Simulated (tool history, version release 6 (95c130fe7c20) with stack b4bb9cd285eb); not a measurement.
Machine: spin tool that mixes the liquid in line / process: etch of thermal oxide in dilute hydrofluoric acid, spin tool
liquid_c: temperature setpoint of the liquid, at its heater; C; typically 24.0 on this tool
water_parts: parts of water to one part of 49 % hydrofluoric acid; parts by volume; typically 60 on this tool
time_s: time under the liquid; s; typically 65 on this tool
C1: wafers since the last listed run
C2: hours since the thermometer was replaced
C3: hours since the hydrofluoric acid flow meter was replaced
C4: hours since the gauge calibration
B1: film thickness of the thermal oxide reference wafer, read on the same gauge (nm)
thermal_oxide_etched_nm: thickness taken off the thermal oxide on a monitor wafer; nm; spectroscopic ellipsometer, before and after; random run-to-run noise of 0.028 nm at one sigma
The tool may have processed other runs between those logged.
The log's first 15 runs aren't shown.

Run 16, hour 168.8: usual settings but liquid_c 27.0 C, water_parts 85 parts by volume; C1 154; C2 55.1; C3 1438.5; C4 155.6; B1 79.98. Result: thermal_oxide_etched_nm 4.63 nm.
At hour 170.6: thermometer replaced, repeated, since the last time left the tool worse.
Run 17, hour 183.3: usual settings but time_s 45 s; C1 143; C2 12.7; C3 1453.0; C4 170.1; B1 80.00. Result: thermal_oxide_etched_nm 3.66 nm.
Run 18, hour 196.1: usual settings but liquid_c 28.0 C, water_parts 50 parts by volume, time_s 45 s; C1 136; C2 25.5; C3 1465.8; C4 182.9; B1 79.99. Result: thermal_oxide_etched_nm 5.26 nm.
At hour 201.1: hydrofluoric acid flow meter replaced.
Run 19, hour 207.5: usual settings but liquid_c 22.0 C, water_parts 90 parts by volume, time_s 100 s; C1 110; C2 36.9; C3 6.4; C4 194.3; B1 79.99. Result: thermal_oxide_etched_nm 4.86 nm.
At hour 211.4: gauge calibrated.
Run 20, hour 223.5: usual settings; C1 170; C2 52.9; C3 22.4; C4 12.1; B1 80.03. Result: thermal_oxide_etched_nm 5.32 nm.
Run 21, hour 231.4: usual settings but liquid_c 21.5 C, water_parts 35 parts by volume, time_s 80 s; C1 84; C2 60.8; C3 30.3; C4 20.0; B1 80.01. Result: thermal_oxide_etched_nm 10.48 nm.
Run 22, hour 246.7: usual settings but water_parts 85 parts by volume, time_s 80 s; C1 162; C2 76.1; C3 45.6; C4 35.3; B1 79.98. Result: thermal_oxide_etched_nm 4.46 nm.
Run 23, hour 256.3: usual settings but liquid_c 27.5 C, time_s 85 s; C1 102; C2 85.7; C3 55.2; C4 44.9; B1 79.99. Result: thermal_oxide_etched_nm 7.93 nm.
Run 24, hour 272.7: usual settings; C1 174; C2 102.1; C3 71.6; C4 61.3; B1 79.99. Result: thermal_oxide_etched_nm 5.28 nm.
Run 25, hour 287.4: usual settings; C1 156; C2 116.8; C3 86.3; C4 76.0; B1 79.98. Result: thermal_oxide_etched_nm 5.32 nm.
Run 26, hour 301.5: usual settings but liquid_c 29.0 C, water_parts 90 parts by volume, time_s 95 s; C1 150; C2 130.9; C3 100.4; C4 90.1; B1 80.02. Result: thermal_oxide_etched_nm 6.03 nm.
Run 27, hour 313.2: usual settings; C1 124; C2 142.6; C3 112.1; C4 101.8; B1 80.01. Result: thermal_oxide_etched_nm 5.35 nm.
Run 28, hour 319.5: usual settings but time_s 105 s; C1 67; C2 148.9; C3 118.4; C4 108.1; B1 79.97. Result: thermal_oxide_etched_nm 8.63 nm.
Run 29, hour 328.6: usual settings; C1 96; C2 158.0; C3 127.5; C4 117.2; B1 80.03. Result: thermal_oxide_etched_nm 5.32 nm.
Run 30, hour 335.8: usual settings; C1 76; C2 165.2; C3 134.7; C4 124.4; B1 79.97. Result: thermal_oxide_etched_nm 5.32 nm.
Run 31, hour 348.2: usual settings but water_parts 50 parts by volume; C1 131; C2 177.6; C3 147.1; C4 136.8; B1 80.02. Result: thermal_oxide_etched_nm 6.49 nm.
Run 32, hour 361.8: usual settings; C1 144; C2 191.2; C3 160.7; C4 150.4; B1 79.98. Result: thermal_oxide_etched_nm 5.38 nm.
Run 33, hour 368.1: usual settings but water_parts 75 parts by volume, time_s 95 s; C1 67; C2 197.5; C3 167.0; C4 156.7; B1 79.99. Result: thermal_oxide_etched_nm 6.13 nm.

Predict each of these 5 candidate next runs independently; none follows another, all start after run 33:
Run A, hour 368.5: usual settings but liquid_c 19.0 C; C1 4; C2 197.9; C3 167.4; C4 157.1; B1 ?. Result: thermal_oxide_etched_nm ?.
Run B, hour 368.5: usual settings but time_s 40 s; C1 4; C2 197.9; C3 167.4; C4 157.1; B1 ?. Result: thermal_oxide_etched_nm ?.
Run C, hour 368.5: usual settings but water_parts 90 parts by volume; C1 4; C2 197.9; C3 167.4; C4 157.1; B1 ?. Result: thermal_oxide_etched_nm ?.
Run D, hour 368.5: usual settings but time_s 50 s; C1 4; C2 197.9; C3 167.4; C4 157.1; B1 ?. Result: thermal_oxide_etched_nm ?.
Run E, hour 368.5: usual settings but liquid_c 27.0 C, water_parts 50 parts by volume; C1 4; C2 197.9; C3 167.4; C4 157.1; B1 ?. Result: thermal_oxide_etched_nm ?.

run     B1  thermal_oxide_etched_nm
  A  80.00                     4.30
  B  80.00                     3.26
  C  80.00                     3.40
  D  80.00                     4.07
  E  80.00                     7.27
Stripped of hidden state, with their random variation kept, the same runs would have yielded:
run  thermal_oxide_etched_nm
  A                     4.24
  B                     3.21
  C                     3.35
  D                     4.02
  E                     7.18
